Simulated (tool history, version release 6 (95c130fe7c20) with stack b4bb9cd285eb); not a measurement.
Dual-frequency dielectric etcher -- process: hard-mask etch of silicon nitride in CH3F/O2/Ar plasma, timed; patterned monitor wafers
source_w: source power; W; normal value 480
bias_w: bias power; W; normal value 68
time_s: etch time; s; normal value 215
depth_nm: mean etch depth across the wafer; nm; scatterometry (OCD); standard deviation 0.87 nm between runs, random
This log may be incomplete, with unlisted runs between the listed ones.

run,hour,source_w,bias_w,time_s,"read-back reference wafer on the same gauge, depth_nm",depth_nm
1,0,480,68,261,152.2,198.7
2,7.5,480,68,261,152,199.4
3,25,480,68,261,151.8,199.5
4,39.2,480,68,215,152.1,165.3
5,46.8,480,68,215,152,165.6
6,57.9,480,68,215,151.9,164.2
7,71.2,480,68,215,152.1,166.4
8,116.6,480,68,215,152.1,166.6
# hour 139: gauge calibrated
# hour 152: source power generator calibrated
# hour 163.7: wet clean of the chamber
# hour 175.9: upper electrode replaced
9,176.4,480,68,215,151.8,159.4
10,176.8,480,68,215,151.9,161.1
11,177.2,480,68,215,151.9,159.6
12,189.9,480,68,215,152,162
13,197.9,480,68,215,151.8,160.6
14,210.3,590,59,215,152,165.6
# hour 216.6: bias power generator calibrated
15,223.9,480,68,235.5,152.1,176.4
16,232.7,430,56,269.5,151.9,176.4
17,247.7,380,75,152.5,152,109.2
18,253.8,480,68,215,151.9,162.6
19,263.5,480,80,215,152.3,175.9
20,277,480,57,156,152.1,108.2
21,288.5,480,77,215,151.9,170.9
22,299.8,450,80,254.5,151.9,202.5

Each row is a separate what-if for the run after 22, all from the same tool condition, not one after another. Results?
A,300.3,480,68,157,?,?
B,300.3,380,68,244.5,?,?
C,300.3,550,57,215,?,?
D,300.3,380,68,215,?,?
E,300.3,390,83,249,?,?

run,"read-back reference wafer on the same gauge, depth_nm",depth_nm
A,152.2,119.6
B,152.2,168.7
C,152.2,159.9
D,152.2,148.4
E,152.2,190.8
With no hidden state in the tool, these same runs would have given:
run,depth_nm
A,117.3
B,165.4
C,156.8
D,145.5
E,187.1
